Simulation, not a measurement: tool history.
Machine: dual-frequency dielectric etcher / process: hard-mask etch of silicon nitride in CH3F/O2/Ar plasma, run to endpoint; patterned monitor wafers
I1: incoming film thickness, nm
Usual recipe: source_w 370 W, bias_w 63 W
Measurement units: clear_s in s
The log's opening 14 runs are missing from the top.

Run 15, hour 715.5: usual settings but source_w 340 W, bias_w 72 W; I1 38.68. Result: clear_s 56.5 s.
Run 16, hour 765.2: usual settings but source_w 280 W; I1 38.74. Result: clear_s 63.2 s.
Run 17, hour 830.6: usual settings but source_w 420 W, bias_w 56 W; I1 38.40. Result: clear_s 57.6 s.
Run 18, hour 897.9: usual settings but source_w 300 W; I1 39.04. Result: clear_s 62.1 s.
At hour 905.5: source power generator calibrated.
At hour 985.7: wet clean of the chamber.
Run 19, hour 986.2: usual settings but source_w 430 W, bias_w 75 W; I1 38.75. Result: clear_s 51.1 s.
Run 20, hour 1007.0: usual settings but source_w 460 W, bias_w 59 W; I1 38.49. Result: clear_s 55.0 s.
Run 21, hour 1062.3: usual settings; I1 38.66. Result: clear_s 58.4 s.
Run 22, hour 1102.7: usual settings but source_w 420 W, bias_w 54 W; I1 38.77. Result: clear_s 59.7 s.
Run 23, hour 1147.2: usual settings but source_w 450 W; I1 39.01. Result: clear_s 54.2 s.
Run 24, hour 1190.1: usual settings but source_w 300 W, bias_w 53 W; I1 38.79. Result: clear_s 67.4 s.
Run 25, hour 1250.9: usual settings but source_w 310 W, bias_w 78 W; I1 38.99. Result: clear_s 56.4 s.
Run 26, hour 1309.6: usual settings but source_w 440 W; I1 38.67. Result: clear_s 54.5 s.
Run 27, hour 1367.9: usual settings but source_w 340 W, bias_w 71 W; I1 38.52. Result: clear_s 56.3 s.
Run 28, hour 1399.0: usual settings but bias_w 53 W; I1 38.34. Result: clear_s 61.9 s.
Run 29, hour 1433.7: usual settings; I1 38.73. Result: clear_s 57.4 s.
At hour 1481.4: wet clean of the chamber.
Run 30, hour 1492.4: usual settings but source_w 340 W, bias_w 55 W; I1 38.65. Result: clear_s 62.8 s.
Run 31, hour 1560.0: usual settings; I1 38.86. Result: clear_s 58.1 s.
Run 32, hour 1608.7: usual settings but source_w 450 W, bias_w 52 W; I1 38.31. Result: clear_s 58.0 s.
Run 33, hour 1635.2: usual settings; I1 38.71. Result: clear_s 58.1 s.
Run 34, hour 1685.7: usual settings but source_w 330 W, bias_w 78 W; I1 38.56. Result: clear_s 54.6 s.

Below are 5 alternative next runs, each starting from the tool's condition after run 34. Predict each:
Run A, hour 1686.1: usual settings; I1 39.18. Result: clear_s ?.
Run B, hour 1686.1: usual settings but source_w 290 W, bias_w 58 W; I1 39.18. Result: clear_s ?.
Run C, hour 1686.1: usual settings but source_w 340 W; I1 39.18. Result: clear_s ?.
Run D, hour 1686.1: usual settings but bias_w 58 W; I1 39.18. Result: clear_s ?.
Run E, hour 1686.1: usual settings but source_w 460 W, bias_w 71 W; I1 39.18. Result: clear_s ?.

run  clear_s
  A     58.7
  B     66.2
  C     60.4
  D     60.9
  E     51.6
Take away the tool's hidden state, keep each run's random variation, and the runs would have read:
run  clear_s
  A     58.7
  B     66.2
  C     60.4
  D     60.9
  E     51.6

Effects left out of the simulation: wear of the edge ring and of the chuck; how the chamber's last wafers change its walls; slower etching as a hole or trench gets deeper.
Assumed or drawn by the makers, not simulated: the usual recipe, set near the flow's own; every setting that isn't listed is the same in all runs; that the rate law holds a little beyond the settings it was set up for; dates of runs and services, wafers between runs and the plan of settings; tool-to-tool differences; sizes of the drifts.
